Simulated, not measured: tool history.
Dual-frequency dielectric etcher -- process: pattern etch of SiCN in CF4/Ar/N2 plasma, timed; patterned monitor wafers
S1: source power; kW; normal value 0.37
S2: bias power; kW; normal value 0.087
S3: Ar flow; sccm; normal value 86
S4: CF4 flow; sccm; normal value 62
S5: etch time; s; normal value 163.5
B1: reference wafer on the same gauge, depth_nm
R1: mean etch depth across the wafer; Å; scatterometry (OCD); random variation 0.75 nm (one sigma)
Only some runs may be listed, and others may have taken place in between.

run 1 hour=0 | S1=0.32 S2=0.087 S3=86 S4=62 S5=163.5 | B1=129 | R1=1033
run 2 hour=102.1 | S1=0.37 S2=0.087 S3=86 S4=62 S5=163.5 | B1=129.4 | R1=1221
run 3 hour=176.3 | S1=0.37 S2=0.087 S3=86 S4=62 S5=163.5 | B1=128.7 | R1=1228
run 4 hour=260.9 | S1=0.32 S2=0.087 S3=97 S4=62 S5=198 | B1=129.5 | R1=1253
run 5 hour=345.1 | S1=0.37 S2=0.087 S3=98 S4=62 S5=163.5 | B1=128.9 | R1=1206
-- hour=381.4 CF4 flow controller replaced
run 6 hour=402.6 | S1=0.37 S2=0.075 S3=86 S4=62 S5=205.5 | B1=128.8 | R1=1465
-- hour=423.7 Ar flow controller replaced
-- hour=454 wet clean of the chamber
run 7 hour=454.5 | S1=0.37 S2=0.087 S3=86 S4=62 S5=163.5 | B1=129.1 | R1=1202
run 8 hour=573.5 | S1=0.37 S2=0.087 S3=86 S4=62 S5=163.5 | B1=129.1 | R1=1211
-- hour=630 bias power generator calibrated
run 9 hour=674.2 | S1=0.35 S2=0.097 S3=86 S4=62 S5=163.5 | B1=129.2 | R1=1194
-- hour=704.1 upper electrode replaced
run 10 hour=782.1 | S1=0.31 S2=0.106 S3=86 S4=75 S5=201 | B1=129.3 | R1=1390
run 11 hour=855.1 | S1=0.29 S2=0.103 S3=86 S4=58 S5=124.5 | B1=129 | R1=777
-- hour=875.5 gauge calibrated
run 12 hour=931.8 | S1=0.28 S2=0.096 S3=79 S4=62 S5=209.5 | B1=129.1 | R1=1251
-- hour=1070 wet clean of the chamber
run 13 hour=1100.3 | S1=0.37 S2=0.087 S3=86 S4=54 S5=132 | B1=129 | R1=964
run 14 hour=1153.1 | S1=0.37 S2=0.087 S3=86 S4=62 S5=163.5 | B1=128.7 | R1=1208
run 15 hour=1247.7 | S1=0.37 S2=0.087 S3=86 S4=72 S5=163.5 | B1=129.3 | R1=1238
run 16 hour=1288.1 | S1=0.37 S2=0.094 S3=105 S4=70 S5=207 | B1=128.9 | R1=1557
run 17 hour=1385.7 | S1=0.37 S2=0.087 S3=86 S4=77 S5=180.5 | B1=129 | R1=1398
run 18 hour=1426 | S1=0.37 S2=0.087 S3=86 S4=57 S5=163.5 | B1=128.9 | R1=1216
run 19 hour=1483.3 | S1=0.33 S2=0.087 S3=76 S4=48 S5=163.5 | B1=128.8 | R1=1107
run 20 hour=1576.9 | S1=0.37 S2=0.087 S3=86 S4=70 S5=163.5 | B1=129.5 | R1=1269
run 21 hour=1680.1 | S1=0.37 S2=0.107 S3=86 S4=62 S5=163.5 | B1=128.8 | R1=1383
-- hour=1722.4 wet clean of the chamber
run 22 hour=1745.6 | S1=0.37 S2=0.07 S3=86 S4=57 S5=163.5 | B1=129 | R1=1098

Consider 3 possible next runs. They are alternatives, not a sequence: every one starts from the tool as it was left by run 22. What does each give?
run A hour=1746.1 | S1=0.37 S2=0.087 S3=86 S4=62 S5=163.5 | B1=? | R1=?
run B hour=1746.1 | S1=0.42 S2=0.095 S3=93 S4=62 S5=163.5 | B1=? | R1=?
run C hour=1746.1 | S1=0.37 S2=0.087 S3=95 S4=74 S5=116.5 | B1=? | R1=?

run=A B1=129.2 R1=1210
run=B B1=129.2 R1=1411
run=C B1=129.2 R1=859
Take away the tool's hidden state, keep each run's random variation, and the runs would have read:
run=A R1=1200
run=B R1=1400
run=C R1=852
